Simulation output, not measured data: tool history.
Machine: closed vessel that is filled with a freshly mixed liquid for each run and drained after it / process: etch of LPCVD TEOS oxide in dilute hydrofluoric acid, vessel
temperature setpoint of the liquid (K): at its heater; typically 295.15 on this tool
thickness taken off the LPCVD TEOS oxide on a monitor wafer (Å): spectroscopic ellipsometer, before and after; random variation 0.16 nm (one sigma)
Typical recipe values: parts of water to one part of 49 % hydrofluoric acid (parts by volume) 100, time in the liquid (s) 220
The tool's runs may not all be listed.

| run | hour | temperature setpoint of the liquid (K) | parts of water to one part of 49 % hydrofluoric acid (parts by volume) | time in the liquid (s) | wafers since the last listed run | hours since the thermometer was replaced | hours since the hydrofluoric acid flow meter was replaced | hours since the gauge calibration | read-back film thickness of the LPCVD TEOS oxide reference wafer, read on the same gauge (nm) | thickness taken off the LPCVD TEOS oxide on a monitor wafer (Å) |
|---|---|---|---|---|---|---|---|---|---|---|
| 1 | 0.0 | 295.15 | 100 | 220 | 0 | 296.1 | 860.9 | 665.5 | 39.94 | 510.5 |
| 2 | 24.7 | 295.15 | 100 | 220 | 1808 | 320.8 | 885.6 | 690.2 | 40.06 | 508.6 |
| 3 | 61.7 | 295.15 | 100 | 220 | 2708 | 357.8 | 922.6 | 727.2 | 39.97 | 507.2 |
| 4 | 129.4 | 295.15 | 100 | 220 | 4956 | 425.5 | 990.3 | 794.9 | 40.01 | 508.1 |
| 5 | 154.4 | 295.15 | 100 | 220 | 1830 | 450.5 | 1015.3 | 819.9 | 39.99 | 508.1 |
| 6 | 220.0 | 295.15 | 100 | 220 | 4802 | 516.1 | 1080.9 | 885.5 | 40.03 | 508.6 |
| 7 | 278.7 | 295.15 | 100 | 220 | 4297 | 574.8 | 1139.6 | 944.2 | 40.02 | 503.8 |
| 8 | 310.9 | 295.15 | 100 | 220 | 2357 | 607.0 | 1171.8 | 976.4 | 39.97 | 505.2 |
| 9 | 358.4 | 293.15 | 100 | 220 | 3477 | 654.5 | 1219.3 | 1023.9 | 39.99 | 463.3 |
|  | 413.8 | hydrofluoric acid flow meter replaced |
|  | 498.3 | thermometer replaced |
| 10 | 498.8 | 295.15 | 100 | 220 | 10132 | 0.5 | 85.0 | 1164.3 | 40.01 | 522.0 |
| 11 | 525.2 | 295.15 | 100 | 220 | 1932 | 26.9 | 111.4 | 1190.7 | 40.00 | 518.6 |
| 12 | 579.0 | 295.15 | 100 | 220 | 3938 | 80.7 | 165.2 | 1244.5 | 40.02 | 515.8 |
| 13 | 627.3 | 292.15 | 100 | 285 | 3536 | 129.0 | 213.5 | 1292.8 | 39.99 | 593.3 |
| 14 | 654.2 | 295.15 | 100 | 220 | 1969 | 155.9 | 240.4 | 1319.7 | 39.97 | 516.1 |
| 15 | 695.9 | 297.15 | 135 | 130 | 3052 | 197.6 | 282.1 | 1361.4 | 40.02 | 234.6 |
| 16 | 725.6 | 295.15 | 100 | 220 | 2174 | 227.3 | 311.8 | 1391.1 | 40.03 | 515.9 |
|  | 791.0 | gauge calibrated |
| 17 | 794.9 | 292.15 | 55 | 100 | 5073 | 296.6 | 381.1 | 3.9 | 39.96 | 395.5 |
| 18 | 858.9 | 295.15 | 125 | 220 | 4685 | 360.6 | 445.1 | 67.9 | 39.99 | 399.2 |
| 19 | 889.2 | 295.15 | 100 | 110 | 2218 | 390.9 | 475.4 | 98.2 | 40.02 | 256.0 |
| 20 | 936.0 | 300.15 | 100 | 270 | 3426 | 437.7 | 522.2 | 145.0 | 40.00 | 762.1 |
| 21 | 976.5 | 295.15 | 135 | 270 | 2965 | 478.2 | 562.7 | 185.5 | 39.99 | 444.6 |
| 22 | 1061.9 | 292.15 | 100 | 335 | 6252 | 563.6 | 648.1 | 270.9 | 39.99 | 685.1 |
| 23 | 1152.5 | 298.65 | 65 | 220 | 6632 | 654.2 | 738.7 | 361.5 | 39.97 | 940.0 |
| 24 | 1215.5 | 295.15 | 55 | 290 | 4612 | 717.2 | 801.7 | 424.5 | 40.01 | 1289.0 |

Below are 5 alternative next runs, each starting from the tool's condition after run 24. Predict each:
| A | 1216.2 | 295.15 | 100 | 220 | 51 | 717.9 | 802.4 | 425.2 | ? | ? |
| B | 1216.2 | 298.15 | 50 | 100 | 51 | 717.9 | 802.4 | 425.2 | ? | ? |
| C | 1216.2 | 295.15 | 100 | 320 | 51 | 717.9 | 802.4 | 425.2 | ? | ? |
| D | 1216.2 | 299.65 | 100 | 220 | 51 | 717.9 | 802.4 | 425.2 | ? | ? |
| E | 1216.2 | 297.65 | 100 | 180 | 51 | 717.9 | 802.4 | 425.2 | ? | ? |

| run | read-back film thickness of the LPCVD TEOS oxide reference wafer, read on the same gauge (nm) | thickness taken off the LPCVD TEOS oxide on a monitor wafer (Å) |
|---|---|---|
| A | 40.01 | 508.0 |
| B | 40.01 | 556.2 |
| C | 40.01 | 738.9 |
| D | 40.01 | 606.7 |
| E | 40.01 | 459.2 |
Without the tool's unlogged condition, the same runs would have read:
| run | thickness taken off the LPCVD TEOS oxide on a monitor wafer (Å) |
|---|---|
| A | 521.7 |
| B | 570.6 |
| C | 758.9 |
| D | 623.3 |
| E | 471.6 |

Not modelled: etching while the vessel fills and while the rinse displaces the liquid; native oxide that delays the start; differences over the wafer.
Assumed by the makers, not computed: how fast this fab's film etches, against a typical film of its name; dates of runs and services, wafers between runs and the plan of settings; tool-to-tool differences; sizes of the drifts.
